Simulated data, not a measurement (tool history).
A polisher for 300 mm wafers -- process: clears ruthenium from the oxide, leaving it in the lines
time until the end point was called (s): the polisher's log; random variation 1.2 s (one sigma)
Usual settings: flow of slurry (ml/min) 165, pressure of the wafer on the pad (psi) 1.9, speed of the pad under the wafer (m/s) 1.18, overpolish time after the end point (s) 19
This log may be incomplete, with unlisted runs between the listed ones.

run	hour	flow of slurry (ml/min)	pressure of the wafer on the pad (psi)	speed of the pad under the wafer (m/s)	overpolish time after the end point (s)	wafers since the last listed run	wafers polished on this pad	hours since the slurry nozzle was cleaned	hours since the head pressure was calibrated	incoming thickness of the incoming film, nm	time until the end point was called (s)
1	0.0	165	2.2	1.18	19	0	924	408.4	247.4	139.8	127.1
2	27.3	165	2.2	1.18	19	300	1224	435.7	274.7	140.1	128.7
3	61.3	165	2.2	1.18	19	373	1598	469.7	308.7	138.4	126.6
4	80.7	165	1.9	1.18	19	213	1811	489.1	328.1	139.5	144.9
5	105.2	165	1.9	1.18	19	269	2080	513.6	352.6	141.5	148.9
# hour 126.5: worn pad replaced by a new one
6	133.2	165	1.9	1.18	19	263	73	541.6	380.6	140.4	150.1
7	149.6	165	1.9	1.18	19	180	253	558.0	397.0	140.9	150.1
8	173.0	165	1.9	1.18	19	257	510	581.4	420.4	138.5	145.7
9	191.1	165	1.9	1.18	19	198	709	599.5	438.5	139.9	149.5
10	210.1	165	1.9	1.18	19	208	918	618.5	457.5	141.2	148.7
# hour 216.6: slurry nozzle cleaned
11	225.1	165	1.9	1.18	19	153	1072	8.5	472.5	140.5	136.4
12	239.9	165	1.9	1.18	19	162	1235	23.3	487.3	140.0	136.9
13	273.2	165	1.9	1.18	19	365	1601	56.6	520.6	142.0	141.7
14	293.9	165	1.9	1.18	19	227	1828	77.3	541.3	141.3	138.1
15	314.1	165	1.9	1.18	19	221	2050	97.5	561.5	139.3	139.5
# hour 324.0: worn pad replaced by a new one
16	346.6	165	1.9	1.18	19	313	248	130.0	594.0	141.3	143.5
17	366.4	165	1.9	1.18	19	217	466	149.8	613.8	139.1	140.0
18	390.6	165	1.9	1.18	19	265	732	174.0	638.0	138.8	139.1
19	421.7	145	1.6	1.18	19	341	1073	205.1	669.1	140.4	173.1
20	438.5	145	1.9	1.08	28	184	1258	221.9	685.9	140.7	163.1
21	466.5	110	1.6	1.02	9	307	1566	249.9	713.9	138.8	211.4
22	490.9	165	1.9	1.18	19	268	1834	274.3	738.3	138.7	142.0
# hour 500.6: worn pad replaced by a new one
23	516.8	165	2.2	1.18	19	240	178	300.2	764.2	139.4	126.4
24	547.2	145	1.9	1.18	19	334	512	330.6	794.6	138.5	152.4
25	580.5	165	1.9	1.18	19	365	878	363.9	827.9	141.3	149.7
26	670.9	225	2.2	1.30	14	993	1871	454.3	918.3	137.2	109.7
27	720.9	165	1.9	1.36	10	549	2421	504.3	968.3	140.9	129.7
# hour 732.1: worn pad replaced by a new one
28	742.4	165	2.2	1.18	19	192	113	525.8	989.8	141.7	129.0
# hour 795.3: slurry nozzle cleaned
# hour 809.8: head pressure recalibrated
29	817.3	165	1.2	1.34	19	790	903	22.0	7.5	142.3	186.2
30	838.2	185	2.4	0.86	19	229	1132	42.9	28.4	137.2	146.8
31	865.1	135	1.9	1.18	19	295	1428	69.8	55.3	141.9	147.6
32	898.1	165	2.5	1.18	10	362	1791	102.8	88.3	140.6	109.5
33	910.1	165	1.3	0.94	19	131	1922	114.8	100.3	141.7	251.6
34	941.7	195	1.4	1.46	25	347	2270	146.4	131.9	140.4	148.9
# hour 958.8: worn pad replaced by a new one
35	959.3	165	1.9	1.18	11	149	5	164.0	149.5	142.1	144.8
36	970.1	165	1.9	1.18	19	118	124	174.8	160.3	141.2	144.3
37	982.4	165	1.9	1.54	29	135	259	187.1	172.6	138.7	110.9
38	1014.3	130	1.7	0.84	14	350	610	219.0	204.5	136.9	235.3

Run-by-run hidden state of the tool:
removal rate lost through wear of the pad, %: 0 across all the runs
deviation of the head's pressure from its setpoint, %: 0 across all the runs
H1: slurry flow missing at the pad, %
run	H1
1	35.3
2	36
3	36.8
4	37.2
5	37.6
6	38
7	38.3
8	38.6
9	38.8
10	39
11	3.09
12	5.73
13	11
14	13.9
15	16.5
16	20.2
17	22.1
18	24.3
19	26.7
20	27.9
21	29.6
22	31
23	32.3
24	33.6
25	34.8
26	37.3
27	38.3
28	38.6
29	10
30	13.5
31	17.4
32	21.6
33	23
34	26.3
35	27.9
36	28.8
37	29.8
38	32.2
